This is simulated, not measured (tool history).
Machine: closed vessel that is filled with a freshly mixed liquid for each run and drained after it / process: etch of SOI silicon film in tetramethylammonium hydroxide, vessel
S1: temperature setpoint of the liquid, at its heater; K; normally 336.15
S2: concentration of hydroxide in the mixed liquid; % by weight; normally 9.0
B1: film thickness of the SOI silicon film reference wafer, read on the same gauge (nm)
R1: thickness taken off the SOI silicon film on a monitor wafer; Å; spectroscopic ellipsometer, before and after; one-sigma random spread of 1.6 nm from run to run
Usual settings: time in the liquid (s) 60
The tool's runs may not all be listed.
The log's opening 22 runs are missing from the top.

{"run": 23, "day": 10.612, "S1": 336.15, "S2": 9.0, "time in the liquid (s)": 60, "B1": 139.98, "R1": 2728.5}
{"run": 24, "day": 11.321, "S1": 336.15, "S2": 8.0, "time in the liquid (s)": 80, "B1": 139.98, "R1": 3787.5}
{"run": 25, "day": 11.667, "S1": 328.65, "S2": 8.0, "time in the liquid (s)": 85, "B1": 140.0, "R1": 2527.6}
{"run": 26, "day": 11.921, "S1": 336.15, "S2": 10.5, "time in the liquid (s)": 60, "B1": 139.99, "R1": 2574.2}
{"run": 27, "day": 12.512, "S1": 343.65, "S2": 8.0, "time in the liquid (s)": 60, "B1": 140.01, "R1": 4432.0}
{"run": 28, "day": 13.558, "S1": 336.15, "S2": 9.0, "time in the liquid (s)": 60, "B1": 140.01, "R1": 2725.7}
{"run": 29, "day": 14.071, "S1": 336.15, "S2": 9.0, "time in the liquid (s)": 75, "B1": 140.02, "R1": 3399.2}
{"run": 30, "day": 14.658, "S1": 336.15, "S2": 9.0, "time in the liquid (s)": 60, "B1": 139.99, "R1": 2733.1}
{"run": 31, "day": 15.196, "S1": 336.15, "S2": 8.0, "time in the liquid (s)": 60, "B1": 140.02, "R1": 2836.0}
{"run": 32, "day": 15.471, "S1": 331.15, "S2": 7.5, "time in the liquid (s)": 60, "B1": 139.97, "R1": 2091.1}
{"run": 33, "day": 16.146, "S1": 339.65, "S2": 9.5, "time in the liquid (s)": 60, "B1": 139.98, "R1": 3330.9}
{"run": 34, "day": 16.462, "S1": 336.15, "S2": 9.0, "time in the liquid (s)": 60, "B1": 140.0, "R1": 2740.9}

4 options for the next run, each taken on its own from the tool as it stands now. Forecast them:
{"run": "A", "day": 16.492, "S1": 331.15, "S2": 9.0, "time in the liquid (s)": 60, "B1": "?", "R1": "?"}
{"run": "B", "day": 16.492, "S1": 332.15, "S2": 9.0, "time in the liquid (s)": 45, "B1": "?", "R1": "?"}
{"run": "C", "day": 16.492, "S1": 343.15, "S2": 6.5, "time in the liquid (s)": 60, "B1": "?", "R1": "?"}
{"run": "D", "day": 16.492, "S1": 330.15, "S2": 9.0, "time in the liquid (s)": 60, "B1": "?", "R1": "?"}

run=A B1=139.99 R1=1993.7
run=B B1=139.99 R1=1593.2
run=C B1=139.99 R1=4565.3
run=D B1=139.99 R1=1870.5
Take away the tool's hidden state, keep each run's random variation, and the runs would have read:
run=A R1=2028.2
run=B R1=1620.6
run=C R1=4638.3
run=D R1=1903.1
